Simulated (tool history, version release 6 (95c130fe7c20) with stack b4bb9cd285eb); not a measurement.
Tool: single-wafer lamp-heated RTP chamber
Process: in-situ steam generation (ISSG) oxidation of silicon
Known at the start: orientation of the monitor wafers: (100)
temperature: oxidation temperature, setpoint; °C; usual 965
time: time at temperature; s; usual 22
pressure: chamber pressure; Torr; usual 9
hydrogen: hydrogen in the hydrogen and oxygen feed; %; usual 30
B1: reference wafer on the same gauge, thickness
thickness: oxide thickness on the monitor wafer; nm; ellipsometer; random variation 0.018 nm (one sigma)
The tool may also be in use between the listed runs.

run 1 hour=0 | temperature=965 time=22 pressure=9 hydrogen=30 | B1=5.142 | thickness=5.474
run 2 hour=17.8 | temperature=965 time=22 pressure=9 hydrogen=30 | B1=5.144 | thickness=5.475
run 3 hour=29.7 | temperature=965 time=22 pressure=9 hydrogen=30 | B1=5.138 | thickness=5.474
run 4 hour=46.3 | temperature=965 time=22 pressure=9 hydrogen=30 | B1=5.141 | thickness=5.431
run 5 hour=54.3 | temperature=965 time=22 pressure=9 hydrogen=30 | B1=5.141 | thickness=5.477
run 6 hour=69.4 | temperature=965 time=22 pressure=9 hydrogen=30 | B1=5.14 | thickness=5.451
run 7 hour=81.7 | temperature=965 time=22 pressure=9 hydrogen=30 | B1=5.143 | thickness=5.418
run 8 hour=99.5 | temperature=954 time=22 pressure=9 hydrogen=32 | B1=5.139 | thickness=5.327
-- hour=102.5 gauge calibrated
-- hour=109.9 pyrometer window cleaned and pyrometer calibrated
run 9 hour=110.4 | temperature=954 time=22 pressure=9 hydrogen=32 | B1=5.144 | thickness=5.415
-- hour=123.9 pressure gauge zeroed
-- hour=131.1 hydrogen flow controller replaced
run 10 hour=131.6 | temperature=965 time=22 pressure=9 hydrogen=30 | B1=5.144 | thickness=5.601
run 11 hour=132 | temperature=965 time=22 pressure=8.3 hydrogen=32 | B1=5.143 | thickness=5.723
run 12 hour=138.2 | temperature=965 time=22 pressure=9 hydrogen=30 | B1=5.134 | thickness=5.534
-- hour=169.2 pyrometer window cleaned and pyrometer calibrated, repeated, since the last time left the tool worse
run 13 hour=182.5 | temperature=965 time=15 pressure=8.3 hydrogen=32 | B1=5.136 | thickness=4.686
run 14 hour=199.9 | temperature=965 time=25 pressure=8.3 hydrogen=32 | B1=5.14 | thickness=5.831
run 15 hour=211.1 | temperature=965 time=22 pressure=9 hydrogen=30 | B1=5.14 | thickness=5.404
run 16 hour=218.5 | temperature=965 time=22 pressure=9 hydrogen=30 | B1=5.138 | thickness=5.403
run 17 hour=231 | temperature=965 time=22 pressure=9 hydrogen=30 | B1=5.135 | thickness=5.355
run 18 hour=239.8 | temperature=982 time=28 pressure=10.2 hydrogen=32 | B1=5.139 | thickness=6.357
-- hour=253.3 gauge calibrated
run 19 hour=255.1 | temperature=965 time=13 pressure=9 hydrogen=32 | B1=5.141 | thickness=4.469
run 20 hour=264.6 | temperature=948 time=22 pressure=9.9 hydrogen=23 | B1=5.141 | thickness=4.741
run 21 hour=282.1 | temperature=965 time=19 pressure=9 hydrogen=30 | B1=5.141 | thickness=5.095

5 ways to go on from here, each from the tool as it stands after run 21. What would each give?
run A hour=282.6 | temperature=965 time=22 pressure=9 hydrogen=30 | B1=? | thickness=?
run B hour=282.6 | temperature=973 time=22 pressure=9 hydrogen=20 | B1=? | thickness=?
run C hour=282.6 | temperature=948 time=22 pressure=9 hydrogen=30 | B1=? | thickness=?
run D hour=282.6 | temperature=954 time=22 pressure=9 hydrogen=30 | B1=? | thickness=?
run E hour=282.6 | temperature=965 time=27 pressure=10.2 hydrogen=32 | B1=? | thickness=?

run=A B1=5.138 thickness=5.39
run=B B1=5.138 thickness=5.054
run=C B1=5.138 thickness=5.095
run=D B1=5.138 thickness=5.194
run=E B1=5.138 thickness=5.827
Without the tool's hidden state the same runs would have given:
run=A thickness=5.319
run=B thickness=4.985
run=C thickness=5.034
run=D thickness=5.13
run=E thickness=5.745
